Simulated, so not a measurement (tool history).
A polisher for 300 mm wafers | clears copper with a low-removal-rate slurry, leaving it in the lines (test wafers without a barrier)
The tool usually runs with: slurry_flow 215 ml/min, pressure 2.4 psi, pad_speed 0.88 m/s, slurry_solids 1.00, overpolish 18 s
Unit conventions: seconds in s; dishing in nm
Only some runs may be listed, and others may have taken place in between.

run	hour	slurry_flow	pressure	pad_speed	slurry_solids	overpolish	incoming thickness of the incoming film, nm	seconds	dishing
1	0.0	215	2.4	1.10	1.00	18	166.4	63.4	25.5
2	58.3	215	2.4	1.10	1.00	18	166.1	62.8	26.0
# hour 75.0: worn pad replaced by a new one
3	141.9	215	2.4	1.10	1.00	18	166.2	64.5	25.7
# hour 219.7: slurry nozzle cleaned
4	225.9	215	2.4	0.88	1.00	18	166.1	78.1	22.2
# hour 241.4: slurry blender recalibrated
5	286.7	215	2.4	0.88	1.00	18	166.5	75.9	22.9
6	361.8	215	2.4	0.88	1.00	18	167.5	76.6	23.0
# hour 399.8: head pressure recalibrated
7	464.9	215	2.2	1.04	1.00	18	163.4	71.2	23.7
# hour 529.4: worn pad replaced by a new one
8	540.6	215	2.2	1.04	1.00	18	164.0	71.8	23.3
9	593.6	215	2.2	1.04	1.00	18	162.9	71.1	23.0
# hour 634.4: slurry nozzle cleaned
10	637.4	215	2.4	0.88	1.00	20	167.5	79.3	23.8
# hour 657.8: slurry blender recalibrated
11	731.4	215	2.4	0.88	1.00	20	162.8	73.4	24.4
12	827.6	215	2.4	0.88	1.00	20	161.3	74.7	24.6
# hour 872.9: worn pad replaced by a new one
13	897.0	215	2.4	0.88	1.00	18	167.5	78.8	22.4
14	991.3	215	1.7	0.66	1.00	26	167.4	146.2	18.2
# hour 1006.3: slurry nozzle cleaned
15	1045.7	215	2.4	0.88	1.00	18	165.8	77.6	22.0
# hour 1094.0: slurry blender recalibrated
# hour 1185.4: head pressure recalibrated
16	1196.7	215	2.4	0.70	1.00	13	167.5	94.6	15.0
17	1275.4	215	1.6	1.04	1.00	18	166.7	99.4	18.1
# hour 1296.5: worn pad replaced by a new one
18	1323.9	215	2.2	0.98	1.00	18	162.9	74.4	22.4
# hour 1355.1: slurry nozzle cleaned
19	1408.8	215	2.4	0.88	1.00	26	163.9	77.6	28.8
# hour 1461.5: slurry blender recalibrated
20	1464.8	215	2.4	0.88	1.00	18	167.6	74.5	23.1
21	1551.7	215	2.4	1.10	1.00	18	166.1	62.4	25.8
22	1638.6	215	2.4	0.88	1.00	27	163.6	77.2	29.6
23	1681.3	145	1.7	0.74	1.00	12	168.8	135.2	10.1
# hour 1700.4: worn pad replaced by a new one
24	1770.5	170	2.8	0.88	1.00	18	164.6	68.6	24.5
# hour 1804.7: slurry blender recalibrated
# hour 1806.1: slurry nozzle cleaned
# hour 1848.1: head pressure recalibrated
25	1850.0	215	2.0	0.88	1.00	10	167.7	92.5	12.4
26	1917.3	215	2.4	1.10	1.00	18	168.4	62.8	26.1
27	1981.7	215	1.9	0.88	1.00	18	166.2	97.4	18.5

Predict each of these 5 candidate next runs independently; none follows another, all start after run 27:
A	1982.1	215	2.4	0.88	1.00	18	164.1	?	?
B	1982.1	215	2.4	0.98	1.00	12	164.1	?	?
C	1982.1	215	2.4	0.88	0.85	18	164.1	?	?
D	1982.1	185	1.6	0.88	1.00	18	164.1	?	?
E	1982.1	260	1.7	0.76	1.00	13	164.1	?	?

run	seconds	dishing
A	76.1	21.9
B	68.7	17.4
C	79.6	21.2
D	115.4	15.6
E	121.4	11.4
With the hidden condition removed and each run's random variation left untouched, the same runs would have given:
run	seconds	dishing
A	72.3	22.8
B	65.3	18.1
C	75.7	22.0
D	109.7	16.3
E	115.4	11.9
